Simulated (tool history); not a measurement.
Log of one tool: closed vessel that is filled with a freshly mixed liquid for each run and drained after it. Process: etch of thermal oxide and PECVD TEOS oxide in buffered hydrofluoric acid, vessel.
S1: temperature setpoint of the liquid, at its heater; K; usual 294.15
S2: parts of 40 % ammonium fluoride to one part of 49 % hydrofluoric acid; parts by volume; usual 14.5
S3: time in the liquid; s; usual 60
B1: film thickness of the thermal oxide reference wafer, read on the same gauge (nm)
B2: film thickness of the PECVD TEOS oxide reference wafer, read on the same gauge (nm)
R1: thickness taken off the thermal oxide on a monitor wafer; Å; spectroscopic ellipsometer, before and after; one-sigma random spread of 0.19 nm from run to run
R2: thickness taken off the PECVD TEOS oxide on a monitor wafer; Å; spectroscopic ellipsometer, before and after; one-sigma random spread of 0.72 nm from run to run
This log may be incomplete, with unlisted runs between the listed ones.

{"run": 1, "hour": 0.0, "S1": 294.15, "S2": 11, "S3": 60, "B1": 60, "B2": 79.99, "R1": 514.7, "R2": 1138.6}
{"run": 2, "hour": 13.2, "S1": 294.15, "S2": 11, "S3": 60, "B1": 60.04, "B2": 80.03, "R1": 509.5, "R2": 1158.4}
{"run": 3, "hour": 20.0, "S1": 294.15, "S2": 14.5, "S3": 60, "B1": 60, "B2": 79.99, "R1": 390.7, "R2": 885.2}
{"run": 4, "hour": 34.8, "S1": 294.15, "S2": 14.5, "S3": 60, "B1": 60.04, "B2": 79.99, "R1": 393.6, "R2": 876.3}
{"run": 5, "hour": 42.4, "S1": 292.65, "S2": 14.5, "S3": 60, "B1": 60.02, "B2": 80.01, "R1": 361.2, "R2": 810.2}
{"run": 6, "hour": 59.1, "S1": 292.65, "S2": 14.5, "S3": 60, "B1": 59.99, "B2": 80, "R1": 356.9, "R2": 805.7}
{"run": 7, "hour": 76.0, "S1": 293.15, "S2": 19, "S3": 60, "B1": 60.01, "B2": 80, "R1": 281.6, "R2": 635}
{"run": 8, "hour": 84.3, "S1": 294.15, "S2": 14.5, "S3": 60, "B1": 59.96, "B2": 79.98, "R1": 386.6, "R2": 864.7}
{"hour": 94.9, "done": "hydrofluoric acid flow meter replaced"}
{"run": 9, "hour": 95.4, "S1": 294.15, "S2": 14.5, "S3": 60, "B1": 60.02, "B2": 80, "R1": 391.2, "R2": 870.1}
{"hour": 101.5, "done": "gauge calibrated"}
{"run": 10, "hour": 106.1, "S1": 294.15, "S2": 14.5, "S3": 60, "B1": 59.99, "B2": 80.03, "R1": 388.9, "R2": 872.6}
{"run": 11, "hour": 119.2, "S1": 294.15, "S2": 14.5, "S3": 60, "B1": 60.04, "B2": 79.98, "R1": 387.8, "R2": 866.8}
{"run": 12, "hour": 135.7, "S1": 294.15, "S2": 14.5, "S3": 60, "B1": 59.96, "B2": 80.01, "R1": 388.6, "R2": 873.2}
{"run": 13, "hour": 146.0, "S1": 294.15, "S2": 14.5, "S3": 60, "B1": 60.01, "B2": 80.03, "R1": 383.8, "R2": 871.3}
{"hour": 148.9, "done": "thermometer replaced"}
{"run": 14, "hour": 161.1, "S1": 294.15, "S2": 12, "S3": 60, "B1": 59.98, "B2": 80.01, "R1": 512.4, "R2": 1149.8}
{"run": 15, "hour": 170.7, "S1": 294.15, "S2": 16.5, "S3": 60, "B1": 59.99, "B2": 80.02, "R1": 374.8, "R2": 838.5}
{"run": 16, "hour": 184.0, "S1": 294.15, "S2": 17.5, "S3": 40, "B1": 59.99, "B2": 80.01, "R1": 234.4, "R2": 530.8}
{"run": 17, "hour": 195.9, "S1": 290.15, "S2": 9.5, "S3": 90, "B1": 60, "B2": 80, "R1": 759.7, "R2": 1692.7}
{"run": 18, "hour": 235.5, "S1": 294.15, "S2": 14.5, "S3": 60, "B1": 60.02, "B2": 79.97, "R1": 424, "R2": 953.7}
{"run": 19, "hour": 243.5, "S1": 290.65, "S2": 18.5, "S3": 60, "B1": 60.03, "B2": 79.97, "R1": 269.8, "R2": 614.2}
{"run": 20, "hour": 256.7, "S1": 292.15, "S2": 20, "S3": 60, "B1": 59.99, "B2": 80.03, "R1": 275.4, "R2": 614}
{"run": 21, "hour": 266.7, "S1": 292.15, "S2": 14.5, "S3": 60, "B1": 59.94, "B2": 80.03, "R1": 376.8, "R2": 847.8}
{"run": 22, "hour": 274.6, "S1": 294.15, "S2": 14.5, "S3": 60, "B1": 59.97, "B2": 79.98, "R1": 420.7, "R2": 954.5}
{"run": 23, "hour": 282.3, "S1": 294.15, "S2": 14.5, "S3": 60, "B1": 60.04, "B2": 80.03, "R1": 417.7, "R2": 958.9}
{"run": 24, "hour": 293.6, "S1": 290.15, "S2": 10, "S3": 40, "B1": 59.96, "B2": 80.02, "R1": 321.1, "R2": 730}
{"run": 25, "hour": 306.5, "S1": 292.15, "S2": 14.5, "S3": 70, "B1": 59.97, "B2": 80.02, "R1": 438.3, "R2": 977.8}
{"run": 26, "hour": 317.5, "S1": 298.65, "S2": 20, "S3": 60, "B1": 59.98, "B2": 80.04, "R1": 392.4, "R2": 883.4}
{"run": 27, "hour": 325.2, "S1": 292.15, "S2": 20, "S3": 60, "B1": 60.01, "B2": 79.99, "R1": 270.7, "R2": 617.1}

3 options for the next run, each taken on its own from the tool as it stands now. Forecast them:
{"run": "A", "hour": 325.9, "S1": 294.15, "S2": 14.5, "S3": 60, "B1": "?", "B2": "?", "R1": "?", "R2": "?"}
{"run": "B", "hour": 325.9, "S1": 296.65, "S2": 11, "S3": 80, "B1": "?", "B2": "?", "R1": "?", "R2": "?"}
{"run": "C", "hour": 325.9, "S1": 294.15, "S2": 19, "S3": 60, "B1": "?", "B2": "?", "R1": "?", "R2": "?"}

run=A B1=59.99 B2=79.99 R1=417.4 R2=948.6
run=B B1=59.99 B2=79.99 R1=837.6 R2=1903.7
run=C B1=59.99 B2=79.99 R1=319.8 R2=726.8
With no hidden state in the tool, these same runs would have given:
run=A R1=426.6 R2=969.5
run=B R1=855.7 R2=1944.8
run=C R1=326.8 R2=742.8
